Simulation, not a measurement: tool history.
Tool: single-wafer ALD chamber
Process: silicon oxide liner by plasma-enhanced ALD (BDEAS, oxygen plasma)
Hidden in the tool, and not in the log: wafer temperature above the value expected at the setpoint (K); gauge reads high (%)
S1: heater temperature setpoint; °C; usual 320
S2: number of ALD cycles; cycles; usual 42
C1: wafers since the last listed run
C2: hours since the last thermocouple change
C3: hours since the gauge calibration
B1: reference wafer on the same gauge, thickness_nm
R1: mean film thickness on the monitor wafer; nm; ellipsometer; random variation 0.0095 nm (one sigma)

run,hour,S1,S2,C1,C2,C3,B1,R1
1,0.0,330,42,0,1798.0,181.1,3.438,3.752
2,31.5,330,42,347,1829.5,212.6,3.442,3.739
3,62.2,320,42,338,1860.2,243.3,3.442,3.807
# hour 71.2: gauge calibrated
4,97.4,320,36,388,1895.4,26.2,3.440,3.258
5,124.6,320,36,300,1922.6,53.4,3.445,3.263
6,141.9,320,36,190,1939.9,70.7,3.439,3.258
7,176.5,320,38,381,1974.5,105.3,3.441,3.461
# hour 201.9: thermocouple changed; heater temperature recalibrated
8,205.9,324,46,236,4.0,134.7,3.437,4.153
9,246.0,328,42,442,44.1,174.8,3.439,3.765
10,263.0,311,38,187,61.1,191.8,3.442,3.498
# hour 286.1: gauge calibrated
11,286.5,316,37,259,84.6,0.4,3.441,3.384
12,314.8,314,39,312,112.9,28.7,3.441,3.572
13,345.6,320,42,339,143.7,59.5,3.443,3.824
14,376.0,320,42,335,174.1,89.9,3.444,3.814

4 ways to go on from here, each from the tool as it stands after run 14. What would each give?
A,376.5,310,42,5,174.6,90.4,?,?
B,376.5,325,48,5,174.6,90.4,?,?
C,376.5,313,45,5,174.6,90.4,?,?
D,376.5,320,48,5,174.6,90.4,?,?

run,B1,R1
A,3.441,3.875
B,3.441,4.322
C,3.441,4.132
D,3.441,4.358
Without the tool's hidden state the same runs would have given:
run,R1
A,3.875
B,4.322
C,4.132
D,4.358
